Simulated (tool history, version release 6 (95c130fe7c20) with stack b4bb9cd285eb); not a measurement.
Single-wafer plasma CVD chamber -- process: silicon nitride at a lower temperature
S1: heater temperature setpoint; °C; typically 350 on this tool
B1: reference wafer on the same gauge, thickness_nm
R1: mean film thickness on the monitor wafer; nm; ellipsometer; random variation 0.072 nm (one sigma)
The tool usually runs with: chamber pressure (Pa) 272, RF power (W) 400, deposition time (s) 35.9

run 1 hour=0 | S1=350 chamber_pressure_(Pa)=272 RF_power_(W)=345 deposition_time_(s)=35.9 | B1=46.511 | R1=43.073
run 2 hour=15.1 | S1=350 chamber_pressure_(Pa)=272 RF_power_(W)=345 deposition_time_(s)=35.9 | B1=46.485 | R1=43.096
run 3 hour=24.4 | S1=350 chamber_pressure_(Pa)=272 RF_power_(W)=345 deposition_time_(s)=35.9 | B1=46.498 | R1=43.019
run 4 hour=30.8 | S1=350 chamber_pressure_(Pa)=272 RF_power_(W)=400 deposition_time_(s)=35.9 | B1=46.486 | R1=46.108
run 5 hour=42.5 | S1=350 chamber_pressure_(Pa)=272 RF_power_(W)=400 deposition_time_(s)=35.9 | B1=46.489 | R1=46.144
run 6 hour=60 | S1=350 chamber_pressure_(Pa)=272 RF_power_(W)=400 deposition_time_(s)=35.9 | B1=46.522 | R1=46.064
run 7 hour=74.1 | S1=350 chamber_pressure_(Pa)=272 RF_power_(W)=445 deposition_time_(s)=35.9 | B1=46.478 | R1=48.427
run 8 hour=85.8 | S1=350 chamber_pressure_(Pa)=272 RF_power_(W)=445 deposition_time_(s)=35.9 | B1=46.501 | R1=48.316
run 9 hour=96.5 | S1=350 chamber_pressure_(Pa)=272 RF_power_(W)=400 deposition_time_(s)=35.9 | B1=46.495 | R1=46.077
run 10 hour=143.3 | S1=350 chamber_pressure_(Pa)=272 RF_power_(W)=400 deposition_time_(s)=35.9 | B1=46.5 | R1=45.918
-- hour=161.4 RF generator calibrated
run 11 hour=161.9 | S1=350 chamber_pressure_(Pa)=248 RF_power_(W)=445 deposition_time_(s)=35.9 | B1=46.518 | R1=48.71
run 12 hour=167.3 | S1=350 chamber_pressure_(Pa)=272 RF_power_(W)=400 deposition_time_(s)=33.5 | B1=46.473 | R1=44.364
run 13 hour=175.4 | S1=360 chamber_pressure_(Pa)=317 RF_power_(W)=400 deposition_time_(s)=29.6 | B1=46.496 | R1=40.237
-- hour=189.5 showerhead replaced, of another model than before
run 14 hour=190 | S1=350 chamber_pressure_(Pa)=272 RF_power_(W)=400 deposition_time_(s)=35.9 | B1=46.498 | R1=46.976
-- hour=198.1 gauge calibrated
-- hour=202.1 thermocouple changed; heater temperature recalibrated
-- hour=206.7 capacitance manometer re-zeroed and calibrated
run 15 hour=207.2 | S1=339 chamber_pressure_(Pa)=272 RF_power_(W)=400 deposition_time_(s)=39.4 | B1=46.504 | R1=51.726
run 16 hour=212.8 | S1=342 chamber_pressure_(Pa)=293 RF_power_(W)=355 deposition_time_(s)=33.7 | B1=46.474 | R1=40.443
run 17 hour=259.7 | S1=350 chamber_pressure_(Pa)=320 RF_power_(W)=455 deposition_time_(s)=35.9 | B1=46.505 | R1=52.751
run 18 hour=268.9 | S1=345 chamber_pressure_(Pa)=307 RF_power_(W)=400 deposition_time_(s)=38.9 | B1=46.491 | R1=51.677
run 19 hour=279 | S1=350 chamber_pressure_(Pa)=272 RF_power_(W)=400 deposition_time_(s)=35.9 | B1=46.507 | R1=46.77

Run-by-run hidden state of the tool:
wafer temperature above the value expected at the setpoint (K): 0 across all the runs
true pressure above the setpoint (%): 0 across all the runs
gauge reads high (%): 0 across all the runs
H1: delivered RF power above the setpoint (%)
run=1 H1=-7.24
run=2 H1=-7.31
run=3 H1=-7.36
run=4 H1=-7.39
run=5 H1=-7.45
run=6 H1=-7.54
run=7 H1=-7.61
run=8 H1=-7.66
run=9 H1=-7.72
run=10 H1=-7.95
run=11 H1=-1.74
run=12 H1=-1.76
run=13 H1=-1.81
run=14 H1=-1.88
run=15 H1=-1.96
run=16 H1=-1.99
run=17 H1=-2.22
run=18 H1=-2.27
run=19 H1=-2.32
